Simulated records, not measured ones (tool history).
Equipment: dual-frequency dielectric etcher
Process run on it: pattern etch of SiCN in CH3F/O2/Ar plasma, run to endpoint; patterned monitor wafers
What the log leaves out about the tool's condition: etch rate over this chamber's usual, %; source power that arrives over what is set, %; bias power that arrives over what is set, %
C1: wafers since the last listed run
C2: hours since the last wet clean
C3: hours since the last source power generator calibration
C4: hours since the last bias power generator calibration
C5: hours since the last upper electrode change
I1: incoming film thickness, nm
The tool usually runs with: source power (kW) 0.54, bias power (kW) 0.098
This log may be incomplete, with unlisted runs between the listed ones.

Run 1, day 0: usual settings but bias power (kW) 0.079; C1 0; C2 235.7; C3 1271.5; C4 1448; C5 3592.8; I1 6.56. Result: endpoint time (s) 16.4.
Run 2, day 1.492: usual settings; C1 548; C2 271.5; C3 1307.3; C4 1483.8; C5 3628.6; I1 6.58. Result: endpoint time (s) 14.5.
At day 3.462: wet clean of the chamber.
Run 3, day 3.483: usual settings but source power (kW) 0.63, bias power (kW) 0.087; C1 364; C2 0.5; C3 1355.1; C4 1531.6; C5 3676.4; I1 6.65. Result: endpoint time (s) 14.2.
Run 4, day 3.767: usual settings but source power (kW) 0.6, bias power (kW) 0.093; C1 104; C2 7.3; C3 1361.9; C4 1538.4; C5 3683.2; I1 6.68. Result: endpoint time (s) 14.2.
Run 5, day 4.45: usual settings but source power (kW) 0.6, bias power (kW) 0.093; C1 251; C2 23.7; C3 1378.3; C4 1554.8; C5 3699.6; I1 6.54. Result: endpoint time (s) 13.8.
Run 6, day 5.625: usual settings but source power (kW) 0.6, bias power (kW) 0.093; C1 432; C2 51.9; C3 1406.5; C4 1583; C5 3727.8; I1 6.56. Result: endpoint time (s) 14.
Run 7, day 6.446: usual settings; C1 302; C2 71.6; C3 1426.2; C4 1602.7; C5 3747.5; I1 6.61. Result: endpoint time (s) 14.2.
Run 8, day 8.175: usual settings but source power (kW) 0.64, bias power (kW) 0.116; C1 636; C2 113.1; C3 1467.7; C4 1644.2; C5 3789; I1 6.6. Result: endpoint time (s) 12.2.
At day 10.808: source power generator calibrated.
Run 9, day 11.008: usual settings but source power (kW) 0.64, bias power (kW) 0.116; C1 981; C2 181.1; C3 4.8; C4 1712.2; C5 3857; I1 6.64. Result: endpoint time (s) 12.5.
Run 10, day 12.371: usual settings but source power (kW) 0.64, bias power (kW) 0.116; C1 501; C2 213.8; C3 37.5; C4 1744.9; C5 3889.7; I1 6.56. Result: endpoint time (s) 12.1.
At day 16.579: wet clean of the chamber.
At day 16.658: bias power generator calibrated.
Run 11, day 16.679: usual settings but source power (kW) 0.61; C1 1187; C2 2.4; C3 140.9; C4 0.5; C5 3993.1; I1 6.59. Result: endpoint time (s) 14.5.
Run 12, day 17.075: usual settings but bias power (kW) 0.112; C1 145; C2 11.9; C3 150.4; C4 10; C5 4002.6; I1 6.51. Result: endpoint time (s) 13.8.
Run 13, day 17.7: usual settings but source power (kW) 0.42, bias power (kW) 0.084; C1 230; C2 26.9; C3 165.4; C4 25; C5 4017.6; I1 6.55. Result: endpoint time (s) 17.7.
Run 14, day 19.125: usual settings but source power (kW) 0.64, bias power (kW) 0.108; C1 524; C2 61.1; C3 199.6; C4 59.2; C5 4051.8; I1 6.62. Result: endpoint time (s) 13.6.
Run 15, day 19.971: usual settings but source power (kW) 0.61, bias power (kW) 0.086; C1 311; C2 81.4; C3 219.9; C4 79.5; C5 4072.1; I1 6.58. Result: endpoint time (s) 15.6.
At day 21.842: wet clean of the chamber, repeated, since the last time left the tool worse.
Run 16, day 21.862: usual settings but source power (kW) 0.45, bias power (kW) 0.112; C1 328; C2 0.5; C3 265.3; C4 124.9; C5 4117.5; I1 6.54. Result: endpoint time (s) 14.1.
Run 17, day 22.838: usual settings but source power (kW) 0.42, bias power (kW) 0.114; C1 358; C2 23.9; C3 288.7; C4 148.3; C5 4140.9; I1 6.6. Result: endpoint time (s) 14.
Run 18, day 24.292: usual settings but source power (kW) 0.63; C1 535; C2 58.8; C3 323.6; C4 183.2; C5 4175.8; I1 6.58. Result: endpoint time (s) 13.4.
At day 26.075: upper electrode replaced.
Run 19, day 26.096: usual settings but source power (kW) 0.47; C1 295; C2 102.1; C3 366.9; C4 226.5; C5 0.5; I1 6.5. Result: endpoint time (s) 14.8.
Run 20, day 26.108: usual settings but source power (kW) 0.64, bias power (kW) 0.116; C1 4; C2 102.4; C3 367.2; C4 226.8; C5 0.8; I1 6.59. Result: endpoint time (s) 12.3.
Run 21, day 29.162: usual settings; C1 1123; C2 175.7; C3 440.5; C4 300.1; C5 74.1; I1 6.57. Result: endpoint time (s) 14.3.
Run 22, day 29.875: usual settings but source power (kW) 0.59, bias power (kW) 0.075; C1 262; C2 192.8; C3 457.6; C4 317.2; C5 91.2; I1 6.69. Result: endpoint time (s) 16.7.
Run 23, day 30.679: usual settings but source power (kW) 0.64, bias power (kW) 0.116; C1 295; C2 212.1; C3 476.9; C4 336.5; C5 110.5; I1 6.64. Result: endpoint time (s) 12.4.
Run 24, day 31.979: usual settings but bias power (kW) 0.117; C1 478; C2 243.3; C3 508.1; C4 367.7; C5 141.7; I1 6.55. Result: endpoint time (s) 13.1.
Run 25, day 34.071: usual settings; C1 769; C2 293.5; C3 558.3; C4 417.9; C5 191.9; I1 6.64. Result: endpoint time (s) 14.7.

Each run again, without the hidden state but with its own random variation kept:
run  endpoint time (s)
  1                 16
  2               14.1
  3               14.3
  4               14.3
  5               13.9
  6                 14
  7               14.1
  8               12.1
  9               12.4
 10               11.9
 11               13.7
 12                 13
 13               16.7
 14               12.7
 15               14.6
 16               14.1
 17                 14
 18               13.3
 19               14.7
 20               12.2
 21                 14
 22               16.4
 23               12.1
 24               12.8
 25               14.3
